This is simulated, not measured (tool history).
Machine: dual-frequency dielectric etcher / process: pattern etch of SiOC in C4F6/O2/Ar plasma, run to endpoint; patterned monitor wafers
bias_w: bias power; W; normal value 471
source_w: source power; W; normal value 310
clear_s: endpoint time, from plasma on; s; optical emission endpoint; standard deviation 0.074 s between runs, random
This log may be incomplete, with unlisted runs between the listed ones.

run	hour	bias_w	source_w	wafers since the last listed run	hours since the last wet clean	hours since the last bias power generator calibration	hours since the last source power generator calibration	hours since the last upper electrode change	incoming incoming film thickness, nm	clear_s
1	0.0	471	360	0	387.1	2297.1	2447.4	3175.3	52.2	18.7
# hour 31.8: wet clean of the chamber
2	32.3	515	360	108	0.5	2329.4	2479.7	3207.6	52.3	18.5
3	47.4	515	360	196	15.6	2344.5	2494.8	3222.7	52.0	18.3
4	71.4	515	360	312	39.6	2368.5	2518.8	3246.7	52.2	18.3
5	95.2	471	310	309	63.4	2392.3	2542.6	3270.5	51.8	20.2
6	118.4	471	310	302	86.6	2415.5	2565.8	3293.7	52.0	20.3
7	159.0	471	310	528	127.2	2456.1	2606.4	3334.3	52.0	20.3
8	172.9	471	260	180	141.1	2470.0	2620.3	3348.2	52.3	21.8
9	198.6	471	260	334	166.8	2495.7	2646.0	3373.9	51.5	21.6
10	213.1	471	310	188	181.3	2510.2	2660.5	3388.4	51.7	20.0
11	249.0	471	310	467	217.2	2546.1	2696.4	3424.3	52.3	20.1
12	273.9	471	270	324	242.1	2571.0	2721.3	3449.2	52.1	21.3
13	298.0	471	270	313	266.2	2595.1	2745.4	3473.3	52.6	21.3
14	324.2	471	270	341	292.4	2621.3	2771.6	3499.5	52.4	21.3
15	352.6	412	310	369	320.8	2649.7	2800.0	3527.9	51.9	21.6
# hour 376.6: bias power generator calibrated
16	377.1	384	290	266	345.3	0.5	2824.5	3552.4	52.5	23.5
# hour 417.0: wet clean of the chamber
17	417.5	540	310	213	0.5	40.9	2864.9	3592.8	52.0	18.7
# hour 447.0: upper electrode replaced
18	447.5	471	260	78	30.5	70.9	2894.9	0.5	51.2	21.4
19	456.0	471	310	110	39.0	79.4	2903.4	9.0	52.2	20.2
20	484.6	397	390	372	67.6	108.0	2932.0	37.6	52.3	20.5
21	506.6	513	370	286	89.6	130.0	2954.0	59.6	51.8	17.9
22	531.6	529	370	325	114.6	155.0	2979.0	84.6	51.7	17.5
23	561.4	563	390	387	144.4	184.8	3008.8	114.4	52.1	16.5
# hour 570.7: source power generator calibrated
24	580.5	471	340	196	163.5	203.9	9.8	133.5	51.9	19.3
25	595.4	471	310	193	178.4	218.8	24.7	148.4	52.2	20.1
26	616.0	471	310	268	199.0	239.4	45.3	169.0	52.5	20.2

Forecast run 27:
27	644.9	368	310	376	227.9	268.3	74.2	197.9	52.3	?

{"run 27": {"clear_s": 23.6}}
The same run, on a tool lacking any hidden state, would have yielded clear_s 24.2 s.

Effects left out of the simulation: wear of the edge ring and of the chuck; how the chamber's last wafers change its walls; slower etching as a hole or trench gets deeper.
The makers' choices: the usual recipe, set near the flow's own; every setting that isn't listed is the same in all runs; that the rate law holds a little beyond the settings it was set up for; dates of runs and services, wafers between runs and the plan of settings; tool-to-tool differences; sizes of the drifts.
